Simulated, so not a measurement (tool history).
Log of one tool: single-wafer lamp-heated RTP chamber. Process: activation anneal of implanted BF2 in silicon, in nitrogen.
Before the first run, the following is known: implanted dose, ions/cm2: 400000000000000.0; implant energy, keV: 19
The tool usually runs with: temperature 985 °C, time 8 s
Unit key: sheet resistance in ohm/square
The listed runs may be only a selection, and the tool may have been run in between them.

run   hour  temperature  time  read-back reference wafer on the same gauge, sheet resistance  sheet resistance
  1    0.0          971     8                                                         361.87            365.88
  2   30.4          985     8                                                         361.81            350.41
  3   65.1          985     8                                                         361.75            350.35
  4   84.4          985     8                                                         361.92            351.07
     117.1  -- pyrometer window cleaned and pyrometer calibrated
  5  117.6          985     8                                                         361.94            352.60
  6  127.0          985     8                                                         362.23            349.61
  7  145.0          985     8                                                         361.79            351.74
     160.3  -- gauge calibrated
     175.0  -- reflector plate cleaned
  8  180.6          964    12                                                         362.27            375.22
  9  215.8         1007     7                                                         361.82            339.88
 10  239.6          997     8                                                         361.95            341.84
 11  263.8          972     6                                                         361.92            368.84
 12  281.2          972     6                                                         362.13            368.43
 13  304.5          974     9                                                         361.97            362.41
 14  328.9          975    12                                                         361.95            355.77

Below are 5 alternative next runs, each starting from the tool's condition after run 14. Predict each:
  A  329.3          999     8                                                              ?                 ?
  B  329.3          999     6                                                              ?                 ?
  C  329.3         1015     4                                                              ?                 ?
  D  329.3          985     4                                                              ?                 ?
  E  329.3          995     8                                                              ?                 ?

run  read-back reference wafer on the same gauge, sheet resistance  sheet resistance
  A                                                         361.65            340.73
  B                                                         361.65            343.22
  C                                                         361.65            340.00
  D                                                         361.65            356.39
  E                                                         361.65            342.80
Stripped of hidden state, with their random variation kept, the same runs would have yielded:
run  sheet resistance
  A            340.73
  B            343.22
  C            340.00
  D            356.39
  E            342.80

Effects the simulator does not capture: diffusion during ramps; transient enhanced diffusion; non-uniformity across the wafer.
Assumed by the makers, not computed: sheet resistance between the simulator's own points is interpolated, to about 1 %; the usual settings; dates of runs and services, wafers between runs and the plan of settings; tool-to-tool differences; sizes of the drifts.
